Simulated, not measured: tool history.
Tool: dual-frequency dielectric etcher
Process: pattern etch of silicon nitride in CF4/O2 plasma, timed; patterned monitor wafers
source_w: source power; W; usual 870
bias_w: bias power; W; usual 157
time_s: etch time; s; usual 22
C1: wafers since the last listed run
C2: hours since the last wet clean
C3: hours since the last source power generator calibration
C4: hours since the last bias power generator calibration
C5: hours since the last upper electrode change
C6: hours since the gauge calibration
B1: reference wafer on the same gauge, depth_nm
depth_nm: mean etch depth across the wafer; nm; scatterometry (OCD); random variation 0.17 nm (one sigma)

Run 1, hour 0: usual settings but source_w 1040 W; C1 0; C2 439.6; C3 3652.9; C4 2882.2; C5 5521.6; C6 72.4; B1 77.1. Result: depth_nm 76.5 nm.
Run 2, hour 17.5: usual settings but source_w 1040 W; C1 297; C2 457.1; C3 3670.4; C4 2899.7; C5 5539.1; C6 89.9; B1 77.2. Result: depth_nm 76.5 nm.
Run 3, hour 34.1: usual settings but source_w 1040 W; C1 281; C2 473.7; C3 3687; C4 2916.3; C5 5555.7; C6 106.5; B1 77.1. Result: depth_nm 76.5 nm.
Run 4, hour 41.4: usual settings; C1 123; C2 481; C3 3694.3; C4 2923.6; C5 5563; C6 113.8; B1 77.1. Result: depth_nm 66.1 nm.
Run 5, hour 53.5: usual settings; C1 205; C2 493.1; C3 3706.4; C4 2935.7; C5 5575.1; C6 125.9; B1 77.1. Result: depth_nm 66.4 nm.
Run 6, hour 75: usual settings; C1 365; C2 514.6; C3 3727.9; C4 2957.2; C5 5596.6; C6 147.4; B1 77.1. Result: depth_nm 66.2 nm.
Run 7, hour 84.5: usual settings; C1 161; C2 524.1; C3 3737.4; C4 2966.7; C5 5606.1; C6 156.9; B1 77.1. Result: depth_nm 66.3 nm.
At hour 110: upper electrode replaced.
Run 8, hour 110.5: usual settings; C1 33; C2 550.1; C3 3763.4; C4 2992.7; C5 0.5; C6 182.9; B1 77.1. Result: depth_nm 66.2 nm.
Run 9, hour 111.6: usual settings; C1 18; C2 551.2; C3 3764.5; C4 2993.8; C5 1.6; C6 184; B1 77.2. Result: depth_nm 66 nm.
Run 10, hour 123.1: usual settings; C1 195; C2 562.7; C3 3776; C4 3005.3; C5 13.1; C6 195.5; B1 77.1. Result: depth_nm 66 nm.
Run 11, hour 139.5: usual settings; C1 278; C2 579.1; C3 3792.4; C4 3021.7; C5 29.5; C6 211.9; B1 77.1. Result: depth_nm 66.1 nm.
Run 12, hour 151.5: usual settings; C1 203; C2 591.1; C3 3804.4; C4 3033.7; C5 41.5; C6 223.9; B1 77.1. Result: depth_nm 66.1 nm.
At hour 169.6: source power generator calibrated.
At hour 189: wet clean of the chamber.
Run 13, hour 189.5: usual settings; C1 248; C2 0.5; C3 19.9; C4 3071.7; C5 79.5; C6 261.9; B1 77.2. Result: depth_nm 73.5 nm.
Run 14, hour 189.8: usual settings; C1 5; C2 0.8; C3 20.2; C4 3072; C5 79.8; C6 262.2; B1 77.1. Result: depth_nm 73.3 nm.
Run 15, hour 197.8: usual settings; C1 135; C2 8.8; C3 28.2; C4 3080; C5 87.8; C6 270.2; B1 77.1. Result: depth_nm 73.1 nm.
Run 16, hour 210: usual settings; C1 207; C2 21; C3 40.4; C4 3092.2; C5 100; C6 282.4; B1 77.1. Result: depth_nm 73.3 nm.

The next listed run, before its measurement:
At hour 230.3: gauge calibrated.
At hour 239.9: bias power generator calibrated.
At hour 248.3: wet clean of the chamber, repeated, since the last time left the tool worse.
Run 17, hour 248.8: usual settings but bias_w 125 W; C1 447; C2 0.5; C3 79.2; C4 8.9; C5 138.8; C6 18.5; B1 ?. Result: depth_nm ?.

Run 17 gave B1 77.1, depth_nm 61.8 nm.
Without the tool's hidden state the same run would have given depth_nm 61.8 nm.
